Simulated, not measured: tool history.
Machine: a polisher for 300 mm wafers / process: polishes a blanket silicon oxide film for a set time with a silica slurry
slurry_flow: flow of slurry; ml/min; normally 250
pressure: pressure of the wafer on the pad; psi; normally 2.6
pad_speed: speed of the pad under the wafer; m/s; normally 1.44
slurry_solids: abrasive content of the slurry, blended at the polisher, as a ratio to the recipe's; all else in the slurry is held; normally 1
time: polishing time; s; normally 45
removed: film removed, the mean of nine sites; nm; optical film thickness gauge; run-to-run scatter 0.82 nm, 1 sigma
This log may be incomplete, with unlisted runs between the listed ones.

run	day	slurry_flow	pressure	pad_speed	slurry_solids	time	wafers since the last listed run	wafers polished on this pad	hours since the slurry nozzle was cleaned	hours since the head pressure was calibrated	hours since the slurry blender was calibrated	hours since the conditioning disc was replaced	incoming thickness of the incoming film, nm	removed
1	0.000	250	2.6	1.32	1	45	0	496	107.5	530.8	68.2	25.8	1199.4	107.4
2	1.112	250	2.6	1.66	1	45	320	816	134.2	557.5	94.9	52.5	1182.9	126.5
3	2.962	250	2.6	1.66	1	45	532	1348	178.6	601.9	139.3	96.9	1204.8	125.3
4	4.508	250	2.6	1.66	1	45	444	1793	215.7	639.0	176.4	134.0	1186.6	122.5
# day 5.317: slurry blender recalibrated
# day 5.596: worn pad replaced by a new one
# day 6.375: conditioning disc replaced and pad reconditioned
5	11.175	250	2.9	1.44	1	45	1821	1580	375.7	799.0	140.6	115.2	1182.4	123.3
6	12.725	250	2.9	1.44	1	45	445	2026	412.9	836.2	177.8	152.4	1193.2	119.7
# day 12.854: conditioning disc replaced and pad reconditioned
# day 13.008: worn pad replaced by a new one
# day 15.100: slurry blender recalibrated
7	15.158	250	2.6	1.74	1	45	608	594	471.3	894.6	1.4	55.3	1213.2	132.5

Run 8 comes next. What will it give?
8	17.200	250	2.6	1.68	1	45	587	1181	520.3	943.6	50.4	104.3	1187.1	?

Run 8 produced removed 126.9 nm.
Take away the tool's hidden state, keep the run-to-run variation as it was, and the same run would have given removed 129.1 nm.

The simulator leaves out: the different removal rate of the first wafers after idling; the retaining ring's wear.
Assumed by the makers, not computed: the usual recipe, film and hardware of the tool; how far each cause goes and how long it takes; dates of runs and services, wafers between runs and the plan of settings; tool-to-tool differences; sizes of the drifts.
